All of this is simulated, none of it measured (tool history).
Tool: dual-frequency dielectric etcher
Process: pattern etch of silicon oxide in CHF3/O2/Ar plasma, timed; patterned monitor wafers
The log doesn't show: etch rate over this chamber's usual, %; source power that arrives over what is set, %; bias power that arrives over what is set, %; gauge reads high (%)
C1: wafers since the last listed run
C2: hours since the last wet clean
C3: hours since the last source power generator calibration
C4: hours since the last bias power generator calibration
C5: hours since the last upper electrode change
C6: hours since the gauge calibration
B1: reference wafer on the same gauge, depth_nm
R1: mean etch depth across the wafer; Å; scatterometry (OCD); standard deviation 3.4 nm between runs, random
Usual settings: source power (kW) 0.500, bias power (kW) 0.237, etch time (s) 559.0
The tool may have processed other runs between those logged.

Run 1, hour 0.0: usual settings; C1 0; C2 211.9; C3 1898.0; C4 1789.8; C5 2809.4; C6 375.1; B1 1050.5. Result: R1 11631 Å.
Run 2, hour 16.8: usual settings; C1 42; C2 228.7; C3 1914.8; C4 1806.6; C5 2826.2; C6 391.9; B1 1049.6. Result: R1 11713 Å.
Run 3, hour 27.9: usual settings; C1 27; C2 239.8; C3 1925.9; C4 1817.7; C5 2837.3; C6 403.0; B1 1050.2. Result: R1 11694 Å.
Run 4, hour 39.9: usual settings but source power (kW) 0.570, etch time (s) 624.5; C1 30; C2 251.8; C3 1937.9; C4 1829.7; C5 2849.3; C6 415.0; B1 1049.8. Result: R1 13621 Å.
Run 5, hour 57.6: usual settings; C1 44; C2 269.5; C3 1955.6; C4 1847.4; C5 2867.0; C6 432.7; B1 1050.1. Result: R1 11654 Å.
Run 6, hour 68.2: usual settings; C1 26; C2 280.1; C3 1966.2; C4 1858.0; C5 2877.6; C6 443.3; B1 1050.1. Result: R1 11675 Å.
Run 7, hour 84.3: usual settings but bias power (kW) 0.200; C1 40; C2 296.2; C3 1982.3; C4 1874.1; C5 2893.7; C6 459.4; B1 1050.1. Result: R1 11204 Å.
At hour 93.7: bias power generator calibrated.
Run 8, hour 94.2: usual settings but bias power (kW) 0.200; C1 14; C2 306.1; C3 1992.2; C4 0.5; C5 2903.6; C6 469.3; B1 1050.0. Result: R1 11202 Å.
Run 9, hour 107.3: usual settings but source power (kW) 0.400, bias power (kW) 0.287; C1 32; C2 319.2; C3 2005.3; C4 13.6; C5 2916.7; C6 482.4; B1 1049.5. Result: R1 11646 Å.
Run 10, hour 122.0: usual settings but source power (kW) 0.460; C1 36; C2 333.9; C3 2020.0; C4 28.3; C5 2931.4; C6 497.1; B1 1050.2. Result: R1 11399 Å.
Run 11, hour 129.4: usual settings but bias power (kW) 0.274, etch time (s) 688.5; C1 18; C2 341.3; C3 2027.4; C4 35.7; C5 2938.8; C6 504.5; B1 1049.7. Result: R1 15118 Å.
Run 12, hour 146.1: usual settings; C1 41; C2 358.0; C3 2044.1; C4 52.4; C5 2955.5; C6 521.2; B1 1050.4. Result: R1 11853 Å.
Run 13, hour 155.9: usual settings; C1 24; C2 367.8; C3 2053.9; C4 62.2; C5 2965.3; C6 531.0; B1 1049.6. Result: R1 11822 Å.
Run 14, hour 163.4: usual settings but source power (kW) 0.390, bias power (kW) 0.190, etch time (s) 483.5; C1 18; C2 375.3; C3 2061.4; C4 69.7; C5 2972.8; C6 538.5; B1 1050.1. Result: R1 8867 Å.
At hour 177.6: source power generator calibrated.
Run 15, hour 178.9: usual settings but source power (kW) 0.430, bias power (kW) 0.291, etch time (s) 721.5; C1 28; C2 390.8; C3 1.3; C4 85.2; C5 2988.3; C6 554.0; B1 1050.6. Result: R1 15434 Å.
Run 16, hour 188.2: usual settings but source power (kW) 0.550, bias power (kW) 0.263, etch time (s) 609.0; C1 23; C2 400.1; C3 10.6; C4 94.5; C5 2997.6; C6 563.3; B1 1050.3. Result: R1 13764 Å.
Run 17, hour 205.5: usual settings but bias power (kW) 0.199; C1 43; C2 417.4; C3 27.9; C4 111.8; C5 3014.9; C6 580.6; B1 1050.4. Result: R1 11327 Å.
Run 18, hour 219.4: usual settings; C1 34; C2 431.3; C3 41.8; C4 125.7; C5 3028.8; C6 594.5; B1 1050.1. Result: R1 11802 Å.
At hour 245.5: wet clean of the chamber.
At hour 256.1: gauge calibrated.
At hour 268.0: upper electrode replaced.
Run 19, hour 268.5: usual settings but source power (kW) 0.570, etch time (s) 624.5; C1 6; C2 23.0; C3 90.9; C4 174.8; C5 0.5; C6 12.4; B1 1050.5. Result: R1 13433 Å.
Run 20, hour 269.0: usual settings; C1 1; C2 23.5; C3 91.4; C4 175.3; C5 1.0; C6 12.9; B1 1050.2. Result: R1 11527 Å.
Run 21, hour 269.5: usual settings but bias power (kW) 0.263; C1 1; C2 24.0; C3 91.9; C4 175.8; C5 1.5; C6 13.4; B1 1050.0. Result: R1 11829 Å.
Run 22, hour 293.5: usual settings but source power (kW) 0.580, bias power (kW) 0.265, etch time (s) 657.5; C1 60; C2 48.0; C3 115.9; C4 199.8; C5 25.5; C6 37.4; B1 1050.2. Result: R1 14759 Å.
Run 23, hour 309.7: usual settings; C1 40; C2 64.2; C3 132.1; C4 216.0; C5 41.7; C6 53.6; B1 1049.8. Result: R1 11542 Å.
Run 24, hour 325.0: usual settings but source power (kW) 0.450, etch time (s) 417.5; C1 38; C2 79.5; C3 147.4; C4 231.3; C5 57.0; C6 68.9; B1 1050.5. Result: R1 8366 Å.
Run 25, hour 341.6: usual settings; C1 41; C2 96.1; C3 164.0; C4 247.9; C5 73.6; C6 85.5; B1 1050.6. Result: R1 11530 Å.
Run 26, hour 348.9: usual settings but source power (kW) 0.450, etch time (s) 475.0; C1 18; C2 103.4; C3 171.3; C4 255.2; C5 80.9; C6 92.8; B1 1050.0. Result: R1 9498 Å.
Run 27, hour 358.8: usual settings; C1 24; C2 113.3; C3 181.2; C4 265.1; C5 90.8; C6 102.7; B1 1050.5. Result: R1 11625 Å.
Run 28, hour 376.1: usual settings but source power (kW) 0.560; C1 43; C2 130.6; C3 198.5; C4 282.4; C5 108.1; C6 120.0; B1 1050.1. Result: R1 12094 Å.
Run 29, hour 388.4: usual settings but etch time (s) 460.5; C1 30; C2 142.9; C3 210.8; C4 294.7; C5 120.4; C6 132.3; B1 1050.6. Result: R1 9586 Å.

Forecast each of these 5 alternatives for the next run:
Run A, hour 389.0: usual settings; C1 1; C2 143.5; C3 211.4; C4 295.3; C5 121.0; C6 132.9; B1 ?. Result: R1 ?.
Run B, hour 389.0: usual settings but source power (kW) 0.620, bias power (kW) 0.280, etch time (s) 506.5; C1 1; C2 143.5; C3 211.4; C4 295.3; C5 121.0; C6 132.9; B1 ?. Result: R1 ?.
Run C, hour 389.0: usual settings but bias power (kW) 0.271, etch time (s) 479.5; C1 1; C2 143.5; C3 211.4; C4 295.3; C5 121.0; C6 132.9; B1 ?. Result: R1 ?.
Run D, hour 389.0: usual settings but source power (kW) 0.590, bias power (kW) 0.202, etch time (s) 693.5; C1 1; C2 143.5; C3 211.4; C4 295.3; C5 121.0; C6 132.9; B1 ?. Result: R1 ?.
Run E, hour 389.0: usual settings but source power (kW) 0.420, bias power (kW) 0.281, etch time (s) 726.0; C1 1; C2 143.5; C3 211.4; C4 295.3; C5 121.0; C6 132.9; B1 ?. Result: R1 ?.

run      B1     R1
  A  1049.7  11599
  B  1049.7  11872
  C  1049.7  10352
  D  1049.7  14552
  E  1049.7  14966
Had the tool no hidden state, the same runs would have come out as:
run     R1
  A  11488
  B  11759
  C  10253
  D  14413
  E  14824
